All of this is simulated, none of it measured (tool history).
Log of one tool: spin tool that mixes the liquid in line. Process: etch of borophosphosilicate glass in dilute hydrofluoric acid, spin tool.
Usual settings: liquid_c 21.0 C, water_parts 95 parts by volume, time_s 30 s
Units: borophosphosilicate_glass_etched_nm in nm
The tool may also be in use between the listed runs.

| run | hour | liquid_c | water_parts | time_s | wafers since the last listed run | hours since the thermometer was replaced | hours since the hydrofluoric acid flow meter was replaced | hours since the gauge calibration | read-back film thickness of the borophosphosilicate glass reference wafer, read on the same gauge (nm) | borophosphosilicate_glass_etched_nm |
|---|---|---|---|---|---|---|---|---|---|---|
| 1 | 0.0 | 21.0 | 95 | 30 | 0 | 2689.6 | 556.5 | 239.6 | 100.04 | 8.85 |
| 2 | 6.8 | 21.0 | 95 | 30 | 134 | 2696.4 | 563.3 | 246.4 | 100.02 | 8.93 |
| 3 | 23.5 | 21.0 | 95 | 30 | 330 | 2713.1 | 580.0 | 263.1 | 99.99 | 8.83 |
| 4 | 33.0 | 18.5 | 95 | 30 | 188 | 2722.6 | 589.5 | 272.6 | 99.99 | 7.92 |
| 5 | 43.5 | 21.0 | 95 | 30 | 207 | 2733.1 | 600.0 | 283.1 | 100.03 | 8.85 |
| 6 | 61.2 | 21.0 | 95 | 30 | 350 | 2750.8 | 617.7 | 300.8 | 99.99 | 8.85 |
| 7 | 73.5 | 20.0 | 120 | 30 | 243 | 2763.1 | 630.0 | 313.1 | 99.98 | 6.55 |
| 8 | 88.6 | 21.0 | 95 | 30 | 298 | 2778.2 | 645.1 | 328.2 | 100.00 | 8.85 |
| 9 | 100.8 | 21.0 | 95 | 30 | 241 | 2790.4 | 657.3 | 340.4 | 100.05 | 8.85 |
| 10 | 116.0 | 21.0 | 95 | 30 | 300 | 2805.6 | 672.5 | 355.6 | 100.02 | 8.84 |
| 11 | 127.3 | 21.0 | 95 | 30 | 223 | 2816.9 | 683.8 | 366.9 | 100.02 | 8.83 |
| 12 | 141.6 | 21.0 | 95 | 30 | 283 | 2831.2 | 698.1 | 381.2 | 99.99 | 8.91 |
|  | 147.8 | thermometer replaced |
| 13 | 158.5 | 17.0 | 95 | 30 | 314 | 10.7 | 715.0 | 398.1 | 100.00 | 8.46 |
| 14 | 169.0 | 21.0 | 95 | 30 | 207 | 21.2 | 725.5 | 408.6 | 100.00 | 10.00 |
| 15 | 181.1 | 21.0 | 95 | 45 | 239 | 33.3 | 737.6 | 420.7 | 100.00 | 14.90 |
|  | 189.9 | gauge calibrated |
| 16 | 193.2 | 25.5 | 70 | 30 | 239 | 45.4 | 749.7 | 3.3 | 100.00 | 16.80 |
| 17 | 210.4 | 21.0 | 95 | 30 | 340 | 62.6 | 766.9 | 20.5 | 100.01 | 10.04 |
|  | 212.1 | hydrofluoric acid flow meter replaced |
| 18 | 221.9 | 19.5 | 65 | 30 | 207 | 74.1 | 9.8 | 32.0 | 99.99 | 13.93 |
| 19 | 231.2 | 21.0 | 95 | 50 | 184 | 83.4 | 19.1 | 41.3 | 100.03 | 16.37 |
| 20 | 241.0 | 26.0 | 130 | 15 | 194 | 93.2 | 28.9 | 51.1 | 100.02 | 4.18 |
| 21 | 251.0 | 21.0 | 95 | 30 | 197 | 103.2 | 38.9 | 61.1 | 99.98 | 9.72 |
| 22 | 264.2 | 24.0 | 95 | 15 | 261 | 116.4 | 52.1 | 74.3 | 100.02 | 5.51 |
| 23 | 275.0 | 23.5 | 95 | 30 | 213 | 127.2 | 62.9 | 85.1 | 100.01 | 10.87 |
| 24 | 287.6 | 21.0 | 95 | 30 | 249 | 139.8 | 75.5 | 97.7 | 100.00 | 9.79 |
| 25 | 302.6 | 19.5 | 140 | 25 | 296 | 154.8 | 90.5 | 112.7 | 100.03 | 4.94 |
| 26 | 310.4 | 17.0 | 50 | 45 | 154 | 162.6 | 98.3 | 120.5 | 100.04 | 24.68 |
| 27 | 319.2 | 25.5 | 95 | 25 | 174 | 171.4 | 107.1 | 129.3 | 100.00 | 9.77 |
| 28 | 328.5 | 21.0 | 60 | 40 | 184 | 180.7 | 116.4 | 138.6 | 100.00 | 21.41 |
| 29 | 335.4 | 25.0 | 135 | 50 | 136 | 187.6 | 123.3 | 145.5 | 99.98 | 12.83 |
| 30 | 353.2 | 21.0 | 95 | 30 | 352 | 205.4 | 141.1 | 163.3 | 100.05 | 9.72 |
| 31 | 365.4 | 21.0 | 95 | 35 | 241 | 217.6 | 153.3 | 175.5 | 100.01 | 11.45 |

5 ways to go on from here, each from the tool as it stands after run 31. What would each give?
| A | 365.8 | 21.0 | 95 | 30 | 7 | 218.0 | 153.7 | 175.9 | ? | ? |
| B | 365.8 | 21.0 | 95 | 20 | 7 | 218.0 | 153.7 | 175.9 | ? | ? |
| C | 365.8 | 24.0 | 120 | 40 | 7 | 218.0 | 153.7 | 175.9 | ? | ? |
| D | 365.8 | 17.5 | 135 | 20 | 7 | 218.0 | 153.7 | 175.9 | ? | ? |
| E | 365.8 | 21.0 | 70 | 30 | 7 | 218.0 | 153.7 | 175.9 | ? | ? |

| run | read-back film thickness of the borophosphosilicate glass reference wafer, read on the same gauge (nm) | borophosphosilicate_glass_etched_nm |
|---|---|---|
| A | 99.99 | 9.71 |
| B | 99.99 | 6.47 |
| C | 99.99 | 11.23 |
| D | 99.99 | 3.78 |
| E | 99.99 | 13.56 |
Without the tool's hidden state the same runs would have given:
| run | borophosphosilicate_glass_etched_nm |
|---|---|
| A | 9.67 |
| B | 6.44 |
| C | 11.17 |
| D | 3.76 |
| E | 13.51 |

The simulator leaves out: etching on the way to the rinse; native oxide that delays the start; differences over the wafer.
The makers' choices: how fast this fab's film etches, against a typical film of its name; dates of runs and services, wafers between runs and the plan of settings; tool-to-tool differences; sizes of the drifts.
